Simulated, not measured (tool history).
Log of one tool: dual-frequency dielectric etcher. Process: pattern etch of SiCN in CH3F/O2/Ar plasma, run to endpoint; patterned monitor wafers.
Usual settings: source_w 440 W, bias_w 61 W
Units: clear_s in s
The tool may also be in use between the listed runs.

| run | day | source_w | bias_w | wafers since the last listed run | hours since the last wet clean | hours since the last source power generator calibration | hours since the last bias power generator calibration | hours since the last upper electrode change | incoming incoming film thickness, nm | clear_s |
|---|---|---|---|---|---|---|---|---|---|---|
| 1 | 0.000 | 440 | 61 | 0 | 176.1 | 1063.0 | 502.1 | 1873.6 | 9.69 | 25.9 |
| 2 | 2.025 | 440 | 61 | 1018 | 224.7 | 1111.6 | 550.7 | 1922.2 | 9.72 | 25.9 |
| 3 | 12.375 | 440 | 61 | 5206 | 473.1 | 1360.0 | 799.1 | 2170.6 | 9.71 | 26.2 |
|  | 14.438 | wet clean of the chamber |
| 4 | 15.142 | 440 | 61 | 888 | 16.9 | 1426.4 | 865.5 | 2237.0 | 9.64 | 25.4 |
| 5 | 17.950 | 440 | 61 | 1412 | 84.3 | 1493.8 | 932.9 | 2304.4 | 9.74 | 25.9 |
| 6 | 21.242 | 440 | 61 | 1655 | 163.3 | 1572.8 | 1011.9 | 2383.4 | 9.68 | 25.8 |
| 7 | 24.842 | 440 | 61 | 1810 | 249.7 | 1659.2 | 1098.3 | 2469.8 | 9.69 | 25.7 |
|  | 32.462 | upper electrode replaced |
| 8 | 33.971 | 440 | 61 | 4089 | 468.8 | 1878.3 | 1317.4 | 36.2 | 9.66 | 25.9 |
| 9 | 36.400 | 500 | 61 | 1221 | 527.1 | 1936.6 | 1375.7 | 94.5 | 9.80 | 25.6 |
|  | 39.771 | wet clean of the chamber |
| 10 | 39.792 | 500 | 61 | 1203 | 0.5 | 2018.0 | 1457.1 | 175.9 | 9.67 | 25.0 |
| 11 | 41.058 | 500 | 61 | 637 | 30.9 | 2048.4 | 1487.5 | 206.3 | 9.62 | 24.9 |
| 12 | 45.342 | 440 | 61 | 2154 | 133.7 | 2151.2 | 1590.3 | 309.1 | 9.72 | 25.6 |
| 13 | 48.696 | 330 | 61 | 1687 | 214.2 | 2231.7 | 1670.8 | 389.6 | 9.77 | 27.6 |
| 14 | 51.804 | 440 | 56 | 1563 | 288.8 | 2306.3 | 1745.4 | 464.2 | 9.76 | 26.9 |
| 15 | 54.888 | 530 | 73 | 1551 | 362.8 | 2380.3 | 1819.4 | 538.2 | 9.75 | 23.4 |
|  | 57.275 | source power generator calibrated |
| 16 | 58.696 | 340 | 69 | 1831 | 454.2 | 34.1 | 1910.8 | 629.6 | 9.84 | 26.7 |
| 17 | 62.071 | 470 | 53 | 1697 | 535.2 | 115.1 | 1991.8 | 710.6 | 9.67 | 26.8 |
|  | 63.233 | wet clean of the chamber |
|  | 65.217 | bias power generator calibrated |
| 18 | 65.238 | 490 | 48 | 1006 | 48.1 | 191.1 | 0.5 | 786.6 | 9.69 | 27.6 |
| 19 | 66.954 | 440 | 61 | 863 | 89.3 | 232.3 | 41.7 | 827.8 | 9.70 | 25.7 |
| 20 | 74.783 | 410 | 67 | 3938 | 277.2 | 420.2 | 229.6 | 1015.7 | 9.85 | 25.7 |
| 21 | 80.983 | 500 | 51 | 3118 | 426.0 | 569.0 | 378.4 | 1164.5 | 9.75 | 26.7 |
| 22 | 85.404 | 490 | 48 | 2223 | 532.1 | 675.1 | 484.5 | 1270.6 | 9.67 | 27.2 |
|  | 87.346 | wet clean of the chamber |
| 23 | 88.517 | 500 | 66 | 1062 | 28.1 | 749.8 | 559.2 | 1345.3 | 9.70 | 24.2 |

Forecast each of these 3 alternatives for the next run:
| A | 88.533 | 440 | 75 | 8 | 28.5 | 750.2 | 559.6 | 1345.7 | 9.83 | ? |
| B | 88.533 | 440 | 50 | 8 | 28.5 | 750.2 | 559.6 | 1345.7 | 9.83 | ? |
| C | 88.533 | 380 | 61 | 8 | 28.5 | 750.2 | 559.6 | 1345.7 | 9.83 | ? |

| run | clear_s |
|---|---|
| A | 24.3 |
| B | 28.1 |
| C | 27.1 |
Without the tool's hidden state the same runs would have given:
| run | clear_s |
|---|---|
| A | 24.3 |
| B | 28.1 |
| C | 27.1 |
